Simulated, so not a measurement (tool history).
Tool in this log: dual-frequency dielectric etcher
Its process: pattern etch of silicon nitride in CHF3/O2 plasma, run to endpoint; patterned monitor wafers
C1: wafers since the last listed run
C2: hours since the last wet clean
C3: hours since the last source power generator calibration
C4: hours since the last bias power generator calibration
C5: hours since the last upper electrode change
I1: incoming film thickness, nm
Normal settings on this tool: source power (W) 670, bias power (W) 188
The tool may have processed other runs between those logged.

Run 1, hour 0: usual settings; C1 0; C2 508.9; C3 1014.5; C4 805.3; C5 4995.5; I1 78.3. Result: endpoint time (s) 52.
Run 2, hour 51.3: usual settings; C1 549; C2 560.2; C3 1065.8; C4 856.6; C5 5046.8; I1 78.8. Result: endpoint time (s) 50.7.
At hour 125.9: wet clean of the chamber.
Run 3, hour 223.5: usual settings; C1 1588; C2 97.6; C3 1238; C4 1028.8; C5 5219; I1 78.4. Result: endpoint time (s) 52.9.
Run 4, hour 253.3: usual settings; C1 319; C2 127.4; C3 1267.8; C4 1058.6; C5 5248.8; I1 77.7. Result: endpoint time (s) 53.7.
Run 5, hour 321.4: usual settings; C1 729; C2 195.5; C3 1335.9; C4 1126.7; C5 5316.9; I1 78. Result: endpoint time (s) 51.6.
Run 6, hour 371: usual settings; C1 531; C2 245.1; C3 1385.5; C4 1176.3; C5 5366.5; I1 78.4. Result: endpoint time (s) 52.5.
Run 7, hour 441.8: usual settings but bias power (W) 175; C1 758; C2 315.9; C3 1456.3; C4 1247.1; C5 5437.3; I1 78.2. Result: endpoint time (s) 52.5.
Run 8, hour 477.5: usual settings but bias power (W) 175; C1 382; C2 351.6; C3 1492; C4 1282.8; C5 5473; I1 79.1. Result: endpoint time (s) 54.8.
Run 9, hour 653.9: usual settings but source power (W) 620; C1 1890; C2 528; C3 1668.4; C4 1459.2; C5 5649.4; I1 78.3. Result: endpoint time (s) 53.
At hour 709.4: wet clean of the chamber.
Run 10, hour 712.9: usual settings; C1 375; C2 3.5; C3 1727.4; C4 1518.2; C5 5708.4; I1 78.2. Result: endpoint time (s) 54.3.
Run 11, hour 762: usual settings; C1 526; C2 52.6; C3 1776.5; C4 1567.3; C5 5757.5; I1 78.2. Result: endpoint time (s) 53.4.
Run 12, hour 811.6: usual settings; C1 531; C2 102.2; C3 1826.1; C4 1616.9; C5 5807.1; I1 77.9. Result: endpoint time (s) 52.6.
Run 13, hour 854.7: usual settings; C1 461; C2 145.3; C3 1869.2; C4 1660; C5 5850.2; I1 78.1. Result: endpoint time (s) 53.
Run 14, hour 920.9: usual settings; C1 709; C2 211.5; C3 1935.4; C4 1726.2; C5 5916.4; I1 78.7. Result: endpoint time (s) 53.5.
Run 15, hour 956.6: usual settings but bias power (W) 174; C1 382; C2 247.2; C3 1971.1; C4 1761.9; C5 5952.1; I1 78.3. Result: endpoint time (s) 54.
Run 16, hour 983.6: usual settings; C1 289; C2 274.2; C3 1998.1; C4 1788.9; C5 5979.1; I1 78.5. Result: endpoint time (s) 52.3.
Run 17, hour 1021.1: usual settings; C1 401; C2 311.7; C3 2035.6; C4 1826.4; C5 6016.6; I1 78.5. Result: endpoint time (s) 52.4.
Run 18, hour 1052.3: usual settings; C1 334; C2 342.9; C3 2066.8; C4 1857.6; C5 6047.8; I1 78.4. Result: endpoint time (s) 52.4.
Run 19, hour 1122.1: usual settings but bias power (W) 217; C1 748; C2 412.7; C3 2136.6; C4 1927.4; C5 6117.6; I1 78.3. Result: endpoint time (s) 50.2.
At hour 1174.6: upper electrode replaced.
Run 20, hour 1180.8: usual settings but source power (W) 580, bias power (W) 145; C1 371; C2 471.4; C3 2195.3; C4 1986.1; C5 6.2; I1 78.6. Result: endpoint time (s) 60.6.
At hour 1255.9: wet clean of the chamber.
Run 21, hour 1256.4: usual settings; C1 553; C2 0.5; C3 2270.9; C4 2061.7; C5 81.8; I1 79.5. Result: endpoint time (s) 54.3.
Run 22, hour 1310.5: usual settings but source power (W) 740, bias power (W) 162; C1 579; C2 54.6; C3 2325; C4 2115.8; C5 135.9; I1 78.8. Result: endpoint time (s) 54.9.
Run 23, hour 1344.4: usual settings but bias power (W) 220; C1 363; C2 88.5; C3 2358.9; C4 2149.7; C5 169.8; I1 78.3. Result: endpoint time (s) 51.9.
Run 24, hour 1409.2: usual settings but source power (W) 750; C1 694; C2 153.3; C3 2423.7; C4 2214.5; C5 234.6; I1 79.1. Result: endpoint time (s) 51.1.
At hour 1413.8: bias power generator calibrated.
At hour 1434.4: source power generator calibrated.
Run 25, hour 1448.5: usual settings; C1 335; C2 192.6; C3 14.1; C4 34.7; C5 273.9; I1 77.9. Result: endpoint time (s) 53.4.
Run 26, hour 1489.9: usual settings but source power (W) 760, bias power (W) 226; C1 443; C2 234; C3 55.5; C4 76.1; C5 315.3; I1 78.4. Result: endpoint time (s) 47.6.
Run 27, hour 1522.9: usual settings but source power (W) 720; C1 353; C2 267; C3 88.5; C4 109.1; C5 348.3; I1 78.4. Result: endpoint time (s) 50.9.
Run 28, hour 1553.1: usual settings but source power (W) 820, bias power (W) 167; C1 323; C2 297.2; C3 118.7; C4 139.3; C5 378.5; I1 79. Result: endpoint time (s) 50.1.
Run 29, hour 1623.2: usual settings but source power (W) 770; C1 751; C2 367.3; C3 188.8; C4 209.4; C5 448.6; I1 78.2. Result: endpoint time (s) 49.
Run 30, hour 1651.1: usual settings but bias power (W) 233; C1 299; C2 395.2; C3 216.7; C4 237.3; C5 476.5; I1 77.8. Result: endpoint time (s) 48.1.
Run 31, hour 1700.1: usual settings but source power (W) 610, bias power (W) 213; C1 525; C2 444.2; C3 265.7; C4 286.3; C5 525.5; I1 78.4. Result: endpoint time (s) 52.2.
Run 32, hour 1750.2: usual settings; C1 536; C2 494.3; C3 315.8; C4 336.4; C5 575.6; I1 78.5. Result: endpoint time (s) 52.
Run 33, hour 1793.4: usual settings but source power (W) 500; C1 463; C2 537.5; C3 359; C4 379.6; C5 618.8; I1 79.1. Result: endpoint time (s) 60.6.
Run 34, hour 1841.7: usual settings; C1 517; C2 585.8; C3 407.3; C4 427.9; C5 667.1; I1 78.1. Result: endpoint time (s) 51.9.

Branching from run 34: 4 alternative next runs. What would each branch give?
Run A, hour 1842.1: usual settings but source power (W) 540; C1 4; C2 586.2; C3 407.7; C4 428.3; C5 667.5; I1 77.9. Result: endpoint time (s) ?.
Run B, hour 1842.1: usual settings but bias power (W) 215; C1 4; C2 586.2; C3 407.7; C4 428.3; C5 667.5; I1 77.9. Result: endpoint time (s) ?.
Run C, hour 1842.1: usual settings but source power (W) 760, bias power (W) 210; C1 4; C2 586.2; C3 407.7; C4 428.3; C5 667.5; I1 77.9. Result: endpoint time (s) ?.
Run D, hour 1842.1: usual settings but source power (W) 520, bias power (W) 171; C1 4; C2 586.2; C3 407.7; C4 428.3; C5 667.5; I1 77.9. Result: endpoint time (s) ?.

run  endpoint time (s)
  A               56.9
  B               49.2
  C               46.8
  D               59.8
With no hidden state in the tool, these same runs would have given:
run  endpoint time (s)
  A               59.6
  B               51.5
  C                 49
  D               62.5
